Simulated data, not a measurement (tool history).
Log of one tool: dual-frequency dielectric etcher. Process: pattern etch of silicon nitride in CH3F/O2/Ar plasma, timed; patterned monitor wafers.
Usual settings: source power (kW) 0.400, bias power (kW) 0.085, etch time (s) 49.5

run	hour	source power (kW)	bias power (kW)	etch time (s)	wafers since the last listed run	hours since the last wet clean	hours since the last source power generator calibration	hours since the last bias power generator calibration	hours since the last upper electrode change	hours since the gauge calibration	read-back reference wafer on the same gauge, depth_nm	mean etch depth across the wafer (nm)
1	0.0	0.400	0.101	40.5	0	414.1	9.2	1612.1	6.4	669.9	40.08	29.25
# hour 3.0: gauge calibrated
2	10.1	0.400	0.101	40.5	143	424.2	19.3	1622.2	16.5	7.1	39.98	28.98
3	20.7	0.400	0.085	49.5	150	434.8	29.9	1632.8	27.1	17.7	39.99	33.64
4	32.2	0.400	0.085	49.5	162	446.3	41.4	1644.3	38.6	29.2	39.87	33.71
5	47.1	0.400	0.085	49.5	211	461.2	56.3	1659.2	53.5	44.1	40.02	34.13
6	64.8	0.400	0.085	55.5	250	478.9	74.0	1676.9	71.2	61.8	39.92	37.93
7	111.6	0.400	0.085	49.5	662	525.7	120.8	1723.7	118.0	108.6	40.05	34.05
# hour 148.4: wet clean of the chamber
8	148.9	0.400	0.085	49.5	188	0.5	158.1	1761.0	155.3	145.9	40.01	34.31
9	158.2	0.440	0.105	41.0	131	9.8	167.4	1770.3	164.6	155.2	40.01	31.47
10	168.8	0.400	0.085	59.0	150	20.4	178.0	1780.9	175.2	165.8	40.06	40.76
# hour 179.3: bias power generator calibrated
11	183.0	0.320	0.097	44.0	144	34.6	192.2	3.7	189.4	180.0	39.94	28.07
12	194.1	0.480	0.102	45.5	157	45.7	203.3	14.8	200.5	191.1	39.98	36.22
13	205.1	0.440	0.105	41.0	155	56.7	214.3	25.8	211.5	202.1	40.10	31.28
14	219.3	0.400	0.085	49.5	201	70.9	228.5	40.0	225.7	216.3	39.91	33.78
15	231.5	0.400	0.085	49.5	172	83.1	240.7	52.2	237.9	228.5	39.96	34.12
16	242.6	0.350	0.085	42.5	157	94.2	251.8	63.3	249.0	239.6	39.98	27.23
17	250.6	0.400	0.085	61.5	113	102.2	259.8	71.3	257.0	247.6	39.96	41.96
18	258.6	0.400	0.085	49.5	113	110.2	267.8	79.3	265.0	255.6	40.04	33.49
19	272.9	0.400	0.085	39.5	202	124.5	282.1	93.6	279.3	269.9	40.00	27.08
20	279.8	0.400	0.079	49.5	97	131.4	289.0	100.5	286.2	276.8	40.01	33.06
21	287.3	0.490	0.103	43.5	106	138.9	296.5	108.0	293.7	284.3	39.98	34.52
22	301.8	0.450	0.074	56.0	205	153.4	311.0	122.5	308.2	298.8	39.95	39.75
23	316.8	0.300	0.085	35.5	212	168.4	326.0	137.5	323.2	313.8	39.99	20.83
24	330.2	0.450	0.103	49.5	189	181.8	339.4	150.9	336.6	327.2	39.94	37.53
25	345.9	0.330	0.068	49.5	222	197.5	355.1	166.6	352.3	342.9	40.09	28.87
26	358.6	0.400	0.085	49.5	179	210.2	367.8	179.3	365.0	355.6	39.99	33.54
27	369.3	0.400	0.067	60.0	151	220.9	378.5	190.0	375.7	366.3	40.08	38.25
28	377.0	0.320	0.072	63.0	109	228.6	386.2	197.7	383.4	374.0	40.03	36.24
29	403.1	0.400	0.101	49.5	369	254.7	412.3	223.8	409.5	400.1	40.06	35.91

The tool's hidden state at each run:
etch rate over this chamber's usual, %: 0 in every run
source power that arrives over what is set, %: 0 in every run
bias power that arrives over what is set, %: 0 in every run
gauge reads high (%): 0 in every run
